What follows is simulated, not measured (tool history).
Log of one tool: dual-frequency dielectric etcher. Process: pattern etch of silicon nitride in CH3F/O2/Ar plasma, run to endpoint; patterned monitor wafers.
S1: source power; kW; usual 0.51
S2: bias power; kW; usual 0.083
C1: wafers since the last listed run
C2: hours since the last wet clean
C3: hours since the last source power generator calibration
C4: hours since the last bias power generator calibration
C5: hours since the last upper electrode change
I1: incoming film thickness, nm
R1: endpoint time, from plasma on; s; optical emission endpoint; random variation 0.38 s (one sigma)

run	hour	S1	S2	C1	C2	C3	C4	C5	I1	R1
1	0	0.51	0.083	0	379.9	3617.9	3862.5	4678.5	31.22	43.8
# hour 52.9: wet clean of the chamber
2	53.4	0.51	0.083	415	0.5	3671.3	3915.9	4731.9	31.39	41.8
3	98.7	0.51	0.083	640	45.8	3716.6	3961.2	4777.2	30.8	41.9
4	164.9	0.51	0.083	936	112	3782.8	4027.4	4843.4	30.8	41.9
5	202.4	0.51	0.083	530	149.5	3820.3	4064.9	4880.9	30.97	42.8
6	238.7	0.51	0.09	513	185.8	3856.6	4101.2	4917.2	31.17	42.4
7	310	0.51	0.072	1008	257.1	3927.9	4172.5	4988.5	31.23	44.9
8	378.2	0.51	0.072	964	325.3	3996.1	4240.7	5056.7	31.47	45.5
# hour 441: source power generator calibrated
9	458.4	0.4	0.064	1077	405.5	17.4	4320.9	5136.9	31.29	54.3
# hour 491: wet clean of the chamber
10	526.7	0.39	0.075	626	35.7	85.7	4389.2	5205.2	31.27	51.6
11	564.8	0.43	0.093	538	73.8	123.8	4427.3	5243.3	30.99	45.7
12	670.9	0.51	0.103	1500	179.9	229.9	4533.4	5349.4	31.05	40.7
13	748.6	0.6	0.083	1098	257.6	307.6	4611.1	5427.1	30.98	39
14	833.5	0.51	0.083	1200	342.5	392.5	4696	5512	31.21	44.1
# hour 883.3: upper electrode replaced
# hour 892.5: bias power generator calibrated
# hour 929.6: wet clean of the chamber
15	938.7	0.4	0.064	752	9.1	497.7	46.2	55.4	31.03	52.2
16	1041.1	0.6	0.065	1448	111.5	600.1	148.6	157.8	31.47	41.8
17	1146.6	0.43	0.074	1491	217	705.6	254.1	263.3	31.37	50

Entry by entry between the runs, the difference in hidden state between the last listed run before and the first listed run after:
Run 1 -> run 2: wet clean of the chamber (hour 52.9)
  etch rate over this chamber's usual, %: -3.77 -> 1.55
  measured value less the no-hidden-state value, R1: +1.7 -> -0.7 s
Run 8 -> run 9: source power generator calibrated (hour 441)
  etch rate over this chamber's usual, %: -2.51 -> -3.51
  measured value less the no-hidden-state value, R1: +1.1 -> +1.9 s
Run 9 -> run 10: wet clean of the chamber (hour 491)
  etch rate over this chamber's usual, %: -3.51 -> -0.203
  measured value less the no-hidden-state value, R1: +1.9 -> +0.2 s
Run 14 -> run 15: upper electrode replaced (hour 883.3); bias power generator calibrated (hour 892.5); wet clean of the chamber (hour 929.6)
  etch rate over this chamber's usual, %: -4.04 -> 0.259
  measured value less the no-hidden-state value, R1: +1.8 -> -0.1 s

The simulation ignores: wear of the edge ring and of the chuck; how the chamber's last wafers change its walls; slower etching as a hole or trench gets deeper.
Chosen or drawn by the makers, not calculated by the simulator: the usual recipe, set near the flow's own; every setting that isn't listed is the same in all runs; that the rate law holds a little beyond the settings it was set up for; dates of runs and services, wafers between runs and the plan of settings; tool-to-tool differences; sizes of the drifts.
